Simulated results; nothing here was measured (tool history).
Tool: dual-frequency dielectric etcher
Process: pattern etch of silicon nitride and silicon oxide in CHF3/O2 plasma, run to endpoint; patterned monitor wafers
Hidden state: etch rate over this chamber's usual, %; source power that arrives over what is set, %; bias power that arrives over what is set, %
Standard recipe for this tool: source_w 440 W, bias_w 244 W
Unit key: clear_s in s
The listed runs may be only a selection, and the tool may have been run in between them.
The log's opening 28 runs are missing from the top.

run	hour	source_w	bias_w	wafers since the last listed run	hours since the last wet clean	hours since the last source power generator calibration	hours since the last bias power generator calibration	hours since the last upper electrode change	incoming incoming film thickness, nm	clear_s
29	389.6	410	208	116	78.2	149.6	258.6	113.0	287.7	243.3
30	404.5	440	244	104	93.1	164.5	273.5	127.9	291.6	211.6
31	416.4	440	244	83	105.0	176.4	285.4	139.8	288.9	209.6
32	432.5	500	228	112	121.1	192.5	301.5	155.9	289.5	201.6
33	446.7	540	199	99	135.3	206.7	315.7	170.1	285.5	208.7
34	470.1	440	272	164	158.7	230.1	339.1	193.5	288.3	194.0
35	477.2	440	244	49	165.8	237.2	346.2	200.6	287.7	205.3
36	489.7	520	244	87	178.3	249.7	358.7	213.1	290.0	187.6

3 options for the next run, each taken on its own from the tool as it stands now. Forecast them:
A	490.2	440	244	3	178.8	250.2	359.2	213.6	289.9	?
B	490.2	440	276	3	178.8	250.2	359.2	213.6	289.9	?
C	490.2	490	186	3	178.8	250.2	359.2	213.6	289.9	?

run	clear_s
A	207.0
B	192.1
C	234.8
The same runs, with their run-to-run variation unchanged, on a tool lacking any hidden condition would have given:
run	clear_s
A	210.0
B	194.8
C	238.1

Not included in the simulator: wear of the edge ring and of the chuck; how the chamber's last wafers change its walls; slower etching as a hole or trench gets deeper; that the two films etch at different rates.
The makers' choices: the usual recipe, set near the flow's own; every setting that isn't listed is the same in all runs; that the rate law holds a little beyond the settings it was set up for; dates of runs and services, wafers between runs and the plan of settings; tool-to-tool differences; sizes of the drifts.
